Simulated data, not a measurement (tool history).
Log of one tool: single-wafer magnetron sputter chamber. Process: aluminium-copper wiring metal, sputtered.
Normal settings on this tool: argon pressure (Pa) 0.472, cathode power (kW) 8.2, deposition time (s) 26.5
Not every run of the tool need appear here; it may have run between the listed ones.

run,hour,argon pressure (Pa),cathode power (kW),deposition time (s),wafers since the last listed run,wafers on the sputter target,hours since the last manometer calibration,hours since the magnet pack was replaced,hours since the gauge calibration,"read-back reference wafer on the same gauge, thickness_nm",mean film thickness on the monitor wafer (Å)
1,0,0.404,8.2,22.5,0,2330,1060.5,8142.9,1055.9,413.388,3467.01
# hour 38.4: capacitance manometer re-zeroed and calibrated
2,53.4,0.404,8.2,22.5,1340,3670,15,8196.3,1109.3,413.543,3582.45
3,160.7,0.404,8.2,22.5,3167,6838,122.3,8303.6,1216.6,413.34,3591.1
# hour 244.3: sputter target and shields replaced
4,262,0.523,8.2,26.5,2754,523,223.6,8404.9,1317.9,414.242,3921.78
5,317.9,0.472,8.2,26.5,1650,2173,279.5,8460.8,1373.8,414.07,3985.49
6,364.8,0.472,8.2,26.5,1384,3558,326.4,8507.7,1420.7,414.121,4005.83
7,429.2,0.472,8.2,26.5,1900,5459,390.8,8572.1,1485.1,413.374,4014.99
8,532.4,0.472,8.2,25.1,3046,8505,494,8675.3,1588.3,414.102,3777.51
# hour 548.9: sputter target and shields replaced
9,636.3,0.472,8.2,26.5,2830,2578,597.9,8779.2,1692.2,413.806,4016.45
# hour 665.5: magnet pack replaced
# hour 675.9: gauge calibrated
10,738.4,0.472,8.2,26.5,2777,5356,700,72.9,62.5,414.683,3963.97
11,837.7,0.658,8.2,28.2,2931,8287,799.3,172.2,161.8,414.404,3774.17

Estimate the outcome of run 12 from the log above:
# hour 877.6: sputter target and shields replaced
12,886.3,0.472,8.2,26.5,1198,256,847.9,220.8,210.4,?,?

{"run 12": {"read-back reference wafer on the same gauge, thickness_nm": 412.957, "mean film thickness on the monitor wafer (Å)": 3968.71}}
With no hidden state in the tool, this same run would have given mean film thickness on the monitor wafer (Å) 4065.92.
